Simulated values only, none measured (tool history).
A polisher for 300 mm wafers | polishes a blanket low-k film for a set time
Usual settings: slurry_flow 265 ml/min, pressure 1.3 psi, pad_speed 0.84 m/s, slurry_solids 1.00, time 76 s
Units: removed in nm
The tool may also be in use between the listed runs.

| run | hour | slurry_flow | pressure | pad_speed | slurry_solids | time | wafers since the last listed run | wafers polished on this pad | hours since the slurry nozzle was cleaned | hours since the head pressure was calibrated | hours since the slurry blender was calibrated | hours since the conditioning disc was replaced | incoming thickness of the incoming film, nm | removed |
|---|---|---|---|---|---|---|---|---|---|---|---|---|---|---|
| 1 | 0.0 | 265 | 1.3 | 0.84 | 1.00 | 85 | 0 | 628 | 328.0 | 490.1 | 46.0 | 319.2 | 320.1 | 18.9 |
| 2 | 12.3 | 265 | 1.3 | 0.84 | 1.00 | 85 | 64 | 693 | 340.3 | 502.4 | 58.3 | 331.5 | 325.7 | 18.9 |
| 3 | 31.4 | 265 | 1.3 | 0.84 | 1.00 | 85 | 100 | 793 | 359.4 | 521.5 | 77.4 | 350.6 | 325.5 | 18.7 |
|  | 47.1 | worn pad replaced by a new one |
| 4 | 55.0 | 265 | 1.3 | 0.84 | 1.00 | 76 | 102 | 41 | 383.0 | 545.1 | 101.0 | 374.2 | 316.7 | 16.6 |
| 5 | 77.8 | 265 | 1.3 | 0.84 | 1.00 | 76 | 119 | 161 | 405.8 | 567.9 | 123.8 | 397.0 | 316.1 | 16.2 |
| 6 | 90.0 | 265 | 1.3 | 0.84 | 1.00 | 76 | 63 | 225 | 418.0 | 580.1 | 136.0 | 409.2 | 325.9 | 16.4 |
| 7 | 111.6 | 265 | 1.3 | 0.84 | 1.00 | 76 | 113 | 338 | 439.6 | 601.7 | 157.6 | 430.8 | 317.4 | 16.0 |
|  | 128.7 | slurry blender recalibrated |
| 8 | 182.5 | 265 | 1.3 | 0.84 | 1.00 | 76 | 361 | 699 | 510.5 | 672.6 | 53.8 | 501.7 | 319.4 | 16.6 |
|  | 208.5 | worn pad replaced by a new one |
|  | 210.9 | conditioning disc replaced and pad reconditioned |
| 9 | 215.1 | 265 | 1.3 | 0.84 | 1.00 | 82 | 139 | 24 | 543.1 | 705.2 | 86.4 | 4.2 | 319.0 | 17.8 |
| 10 | 237.8 | 265 | 1.3 | 0.84 | 1.00 | 82 | 119 | 143 | 565.8 | 727.9 | 109.1 | 26.9 | 323.2 | 17.7 |
| 11 | 263.1 | 265 | 1.3 | 0.84 | 1.05 | 76 | 132 | 276 | 591.1 | 753.2 | 134.4 | 52.2 | 320.6 | 16.2 |
|  | 299.5 | slurry blender recalibrated |
| 12 | 301.6 | 265 | 1.3 | 0.60 | 1.20 | 94 | 191 | 467 | 629.6 | 791.7 | 2.1 | 90.7 | 318.9 | 17.8 |
| 13 | 313.8 | 205 | 1.3 | 0.84 | 1.00 | 76 | 63 | 531 | 641.8 | 803.9 | 14.3 | 102.9 | 321.3 | 16.3 |
| 14 | 333.1 | 265 | 1.3 | 0.84 | 1.25 | 76 | 101 | 632 | 661.1 | 823.2 | 33.6 | 122.2 | 316.8 | 18.0 |
| 15 | 362.6 | 265 | 1.3 | 1.08 | 0.90 | 50 | 154 | 787 | 690.6 | 852.7 | 63.1 | 151.7 | 321.6 | 12.8 |
|  | 378.3 | worn pad replaced by a new one |
|  | 402.0 | slurry nozzle cleaned |
|  | 431.7 | slurry blender recalibrated |
|  | 436.1 | head pressure recalibrated |
| 16 | 438.8 | 265 | 1.7 | 0.68 | 0.80 | 76 | 352 | 291 | 36.8 | 2.7 | 7.1 | 227.9 | 320.4 | 19.8 |
| 17 | 471.6 | 265 | 1.3 | 0.84 | 1.00 | 76 | 172 | 463 | 69.6 | 35.5 | 39.9 | 260.7 | 319.5 | 18.2 |
| 18 | 485.0 | 265 | 1.3 | 1.00 | 1.15 | 76 | 70 | 533 | 83.0 | 48.9 | 53.3 | 274.1 | 325.0 | 21.4 |
| 19 | 517.0 | 210 | 1.3 | 0.84 | 0.85 | 76 | 167 | 701 | 115.0 | 80.9 | 85.3 | 306.1 | 325.8 | 16.4 |
|  | 550.2 | worn pad replaced by a new one |
| 20 | 551.5 | 185 | 1.7 | 0.72 | 1.00 | 89 | 159 | 6 | 149.5 | 115.4 | 119.8 | 340.6 | 318.3 | 23.3 |
| 21 | 587.4 | 305 | 1.3 | 0.72 | 0.75 | 76 | 188 | 195 | 185.4 | 151.3 | 155.7 | 376.5 | 319.1 | 13.9 |
|  | 601.5 | slurry blender recalibrated |
| 22 | 602.0 | 265 | 1.3 | 0.84 | 0.80 | 66 | 66 | 261 | 200.0 | 165.9 | 0.5 | 391.1 | 320.9 | 14.2 |
|  | 668.9 | conditioning disc replaced and pad reconditioned |
| 23 | 681.9 | 265 | 1.3 | 0.84 | 1.00 | 66 | 408 | 669 | 279.9 | 245.8 | 80.4 | 13.0 | 317.9 | 15.0 |
|  | 700.8 | worn pad replaced by a new one |
| 24 | 715.4 | 355 | 1.8 | 0.84 | 1.00 | 55 | 154 | 76 | 313.4 | 279.3 | 113.9 | 46.5 | 318.8 | 17.3 |
| 25 | 732.4 | 265 | 1.3 | 0.84 | 1.00 | 76 | 89 | 165 | 330.4 | 296.3 | 130.9 | 63.5 | 324.7 | 16.3 |

Hidden state or all else? Some run-to-run changes of removed, split into what the settings, what came in and random variation would give without the hidden state, and what is left for the hidden state (with any gauge scatter that isn't in both results):
The hidden state here: removal rate lost through wear of the pad, %; slurry flow missing at the pad, %; deviation of the head's pressure from its setpoint, %; abrasive missing from the slurry, %; time polished since the conditioner stopped cutting, s.
Run 15 -> 16: pressure 1.3 -> 1.7, pad_speed 1.08 -> 0.68, slurry_solids 0.90 -> 0.80, time 50 -> 76, worn pad replaced by a new one, slurry nozzle cleaned, slurry blender recalibrated, head pressure recalibrated. removed +7.0 nm: hidden state +1.3, all else +5.7.
Run 20 -> 21: slurry_flow 185 -> 305, pressure 1.7 -> 1.3, slurry_solids 1.00 -> 0.75, time 89 -> 76. removed -9.4 nm: hidden state +0.1, all else -9.5.
Run 21 -> 22: slurry_flow 305 -> 265, pad_speed 0.72 -> 0.84, slurry_solids 0.75 -> 0.80, time 76 -> 66, slurry blender recalibrated. removed +0.3 nm: hidden state +1.0, all else -0.7.
